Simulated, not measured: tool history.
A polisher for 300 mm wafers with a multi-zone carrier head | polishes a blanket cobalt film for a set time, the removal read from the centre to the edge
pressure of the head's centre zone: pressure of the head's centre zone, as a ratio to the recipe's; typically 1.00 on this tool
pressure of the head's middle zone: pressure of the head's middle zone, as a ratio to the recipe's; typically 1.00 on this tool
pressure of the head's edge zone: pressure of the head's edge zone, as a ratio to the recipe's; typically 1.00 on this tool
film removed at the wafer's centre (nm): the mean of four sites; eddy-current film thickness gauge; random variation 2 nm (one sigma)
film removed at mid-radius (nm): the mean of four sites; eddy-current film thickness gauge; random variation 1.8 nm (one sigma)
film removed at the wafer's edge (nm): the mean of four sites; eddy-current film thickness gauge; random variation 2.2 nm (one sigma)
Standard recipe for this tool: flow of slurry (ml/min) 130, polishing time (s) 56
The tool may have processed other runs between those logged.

run,day,flow of slurry (ml/min),pressure of the head's centre zone,pressure of the head's middle zone,pressure of the head's edge zone,polishing time (s),"incoming thickness of the incoming film, nm",film removed at the wafer's centre (nm),film removed at mid-radius (nm),film removed at the wafer's edge (nm)
1,0.000,130,0.96,1.00,1.00,56,1264.8,144.5,154.0,152.2
2,1.354,130,0.96,1.00,1.00,56,1310.0,142.2,152.6,148.3
# day 1.462: slurry nozzle cleaned
3,2.738,145,0.93,1.00,1.00,50,1284.6,114.1,130.4,129.6
# day 3.025: centre zone pressure recalibrated
4,4.058,130,1.07,0.97,1.00,64,1286.2,156.5,152.7,164.5
# day 4.400: worn pad replaced by a new one
5,4.771,130,1.00,0.93,1.06,56,1310.5,133.0,130.7,145.4
6,5.854,130,1.00,1.09,1.00,56,1296.5,132.9,148.6,141.4
7,6.912,130,1.00,1.00,1.07,56,1284.6,128.5,139.5,147.1
8,7.538,130,1.00,1.00,1.00,56,1267.1,129.8,135.3,146.1
# day 9.971: carrier head's membrane replaced by a new one
9,12.004,130,1.00,1.00,1.00,56,1269.2,125.4,134.9,136.6
# day 12.596: slurry nozzle cleaned, repeated, since the last time left the tool worse
10,13.346,130,1.00,1.00,1.00,56,1319.7,151.0,163.1,154.2
11,14.033,130,1.00,0.91,0.95,56,1313.5,156.4,146.4,153.2
12,14.796,130,1.00,1.00,1.00,56,1280.6,157.3,161.4,157.5
# day 15.171: worn pad replaced by a new one
13,16.288,145,0.90,1.00,1.05,56,1280.6,142.8,165.4,164.7
14,17.196,145,1.00,1.06,1.00,56,1291.7,157.6,176.6,161.2
15,18.367,130,1.00,1.00,1.00,50,1290.4,137.0,143.1,139.1
16,19.812,130,1.00,1.00,1.00,56,1292.9,153.4,159.0,156.4
17,21.133,165,1.00,1.00,1.05,56,1263.0,163.4,166.2,166.4
18,22.575,155,1.00,1.00,1.00,56,1298.2,161.3,165.4,161.6
19,23.888,130,1.06,1.00,1.06,56,1277.6,161.8,158.6,158.5
# day 25.483: worn pad replaced by a new one
20,25.504,130,1.00,1.00,1.00,56,1284.9,152.6,160.6,154.8
21,26.817,130,1.00,1.00,1.00,56,1266.9,156.5,159.4,154.9
22,27.417,130,1.00,1.00,1.00,56,1287.5,152.9,156.2,155.3
23,28.454,95,1.12,1.00,1.00,56,1271.9,152.7,139.5,144.9

Each row is a separate what-if for the run after 23, all from the same tool condition, not one after another. Results?
A,28.471,130,1.00,1.00,1.00,56,1291.2,?,?,?
B,28.471,130,1.09,0.96,1.00,56,1291.2,?,?,?
C,28.471,130,1.04,1.00,0.90,46,1291.2,?,?,?

run,film removed at the wafer's centre (nm),film removed at mid-radius (nm),film removed at the wafer's edge (nm)
A,149.4,155.1,156.0
B,162.9,149.8,156.1
C,127.7,127.4,122.2
Stripped of hidden state, with their random variation kept, the same runs would have yielded:
run,film removed at the wafer's centre (nm),film removed at mid-radius (nm),film removed at the wafer's edge (nm)
A,155.6,160.7,159.9
B,169.7,155.2,160.0
C,133.0,132.0,125.3
